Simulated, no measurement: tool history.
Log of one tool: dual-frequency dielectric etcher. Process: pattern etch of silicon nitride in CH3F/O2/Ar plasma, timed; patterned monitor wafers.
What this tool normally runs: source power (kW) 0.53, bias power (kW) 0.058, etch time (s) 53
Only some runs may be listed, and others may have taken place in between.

| run | day | source power (kW) | bias power (kW) | etch time (s) | wafers since the last listed run | hours since the last wet clean | hours since the last source power generator calibration | hours since the last bias power generator calibration | hours since the last upper electrode change | hours since the gauge calibration | read-back reference wafer on the same gauge, depth_nm | mean etch depth across the wafer (Å) |
|---|---|---|---|---|---|---|---|---|---|---|---|---|
| 1 | 0 | 0.58 | 0.058 | 53 | 0 | 204.8 | 2555.5 | 2564.5 | 3934 | 180.9 | 41.4 | 366.2 |
| 2 | 1.254 | 0.58 | 0.058 | 53 | 438 | 234.9 | 2585.6 | 2594.6 | 3964.1 | 211 | 41.38 | 364.2 |
| 3 | 2.1 | 0.58 | 0.058 | 53 | 295 | 255.2 | 2605.9 | 2614.9 | 3984.4 | 231.3 | 41.37 | 362.7 |
| 4 | 3.571 | 0.53 | 0.058 | 53 | 514 | 290.5 | 2641.2 | 2650.2 | 4019.7 | 266.6 | 41.43 | 351.3 |
| 5 | 4.933 | 0.53 | 0.058 | 53 | 476 | 323.2 | 2673.9 | 2682.9 | 4052.4 | 299.3 | 41.38 | 350.6 |
| 6 | 5.788 | 0.53 | 0.058 | 53 | 298 | 343.7 | 2694.4 | 2703.4 | 4072.9 | 319.8 | 41.36 | 349.6 |
| 7 | 7.088 | 0.53 | 0.058 | 53 | 454 | 374.9 | 2725.6 | 2734.6 | 4104.1 | 351 | 41.36 | 349.5 |
| 8 | 8.275 | 0.6 | 0.063 | 53 | 415 | 403.4 | 2754.1 | 2763.1 | 4132.6 | 379.5 | 41.36 | 375.7 |
|  | 9.638 | gauge calibrated |
|  | 10.338 | wet clean of the chamber |
| 9 | 10.358 | 0.6 | 0.063 | 53 | 378 | 0.5 | 2804.1 | 2813.1 | 4182.6 | 17.3 | 41.44 | 411.6 |
| 10 | 10.692 | 0.53 | 0.058 | 61 | 116 | 8.5 | 2812.1 | 2821.1 | 4190.6 | 25.3 | 41.33 | 436 |
|  | 11.496 | source power generator calibrated |
| 11 | 11.758 | 0.53 | 0.058 | 53 | 314 | 34.1 | 6.3 | 2846.7 | 4216.2 | 50.9 | 41.4 | 382.6 |
|  | 14.25 | bias power generator calibrated |
|  | 15.033 | wet clean of the chamber, repeated, since the last time left the tool worse |
| 12 | 15.054 | 0.59 | 0.049 | 41 | 820 | 0.5 | 85.4 | 19.3 | 4295.3 | 130 | 41.43 | 270.9 |
|  | 16.333 | upper electrode replaced |
| 13 | 16.354 | 0.53 | 0.062 | 45 | 104 | 31.7 | 116.6 | 50.5 | 0.5 | 161.2 | 41.43 | 314.1 |

Predict the results of run 14:
| 14 | 17.004 | 0.44 | 0.066 | 53 | 227 | 47.3 | 132.2 | 66.1 | 16.1 | 176.8 | ? | ? |

{"run 14": {"read-back reference wafer on the same gauge, depth_nm": 41.39, "mean etch depth across the wafer (Å)": 357.2}}
Minus the tool's unlogged condition, the same run would have read mean etch depth across the wafer (Å) 358.6.

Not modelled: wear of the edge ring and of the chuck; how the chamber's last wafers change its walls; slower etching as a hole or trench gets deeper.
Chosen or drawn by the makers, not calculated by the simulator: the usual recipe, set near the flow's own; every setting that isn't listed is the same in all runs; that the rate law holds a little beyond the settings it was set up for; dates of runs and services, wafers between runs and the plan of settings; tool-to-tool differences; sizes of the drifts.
